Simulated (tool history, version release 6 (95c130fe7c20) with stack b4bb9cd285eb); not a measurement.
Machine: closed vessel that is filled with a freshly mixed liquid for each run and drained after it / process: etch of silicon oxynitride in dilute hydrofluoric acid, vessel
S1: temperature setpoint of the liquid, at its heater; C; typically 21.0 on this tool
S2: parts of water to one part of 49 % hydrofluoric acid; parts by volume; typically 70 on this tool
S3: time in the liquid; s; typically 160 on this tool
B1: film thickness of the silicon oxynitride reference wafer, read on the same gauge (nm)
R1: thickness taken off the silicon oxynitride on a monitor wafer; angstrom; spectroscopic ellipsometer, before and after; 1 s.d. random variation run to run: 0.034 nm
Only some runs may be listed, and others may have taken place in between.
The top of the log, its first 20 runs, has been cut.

Run 21, hour 445.1: usual settings; B1 39.98. Result: R1 96.8 angstrom.
Run 22, hour 466.0: usual settings; B1 40.00. Result: R1 97.2 angstrom.
At hour 472.6: thermometer replaced.
Run 23, hour 492.7: usual settings but S3 115 s; B1 40.04. Result: R1 69.9 angstrom.
Run 24, hour 510.0: usual settings but S1 17.0 C, S2 45 parts by volume, S3 215 s; B1 39.96. Result: R1 167.6 angstrom.
Run 25, hour 543.9: usual settings but S1 18.5 C, S2 105 parts by volume; B1 40.01. Result: R1 55.5 angstrom.
Run 26, hour 568.5: usual settings but S1 24.0 C, S2 90 parts by volume; B1 40.05. Result: R1 85.3 angstrom.
Run 27, hour 601.8: usual settings but S2 80 parts by volume; B1 40.03. Result: R1 84.2 angstrom.
Run 28, hour 630.4: usual settings but S1 18.5 C, S2 80 parts by volume; B1 40.01. Result: R1 73.7 angstrom.
Run 29, hour 653.2: usual settings but S2 50 parts by volume; B1 40.01. Result: R1 138.2 angstrom.
Run 30, hour 667.8: usual settings but S3 80 s; B1 39.97. Result: R1 48.7 angstrom.

Here are 4 independent what-if runs from the current tool condition. What would each one return?
Run A, hour 668.5: usual settings but S1 24.0 C; B1 ?. Result: R1 ?.
Run B, hour 668.5: usual settings but S1 17.0 C, S2 45 parts by volume, S3 190 s; B1 ?. Result: R1 ?.
Run C, hour 668.5: usual settings but S1 26.0 C; B1 ?. Result: R1 ?.
Run D, hour 668.5: usual settings but S1 17.0 C; B1 ?. Result: R1 ?.

run     B1     R1
  A  40.02  112.1
  B  40.02  148.7
  C  40.02  123.3
  D  40.02   79.3
Without the tool's unlogged condition, the same runs would have read:
run     R1
  A  112.1
  B  148.7
  C  123.3
  D   79.3
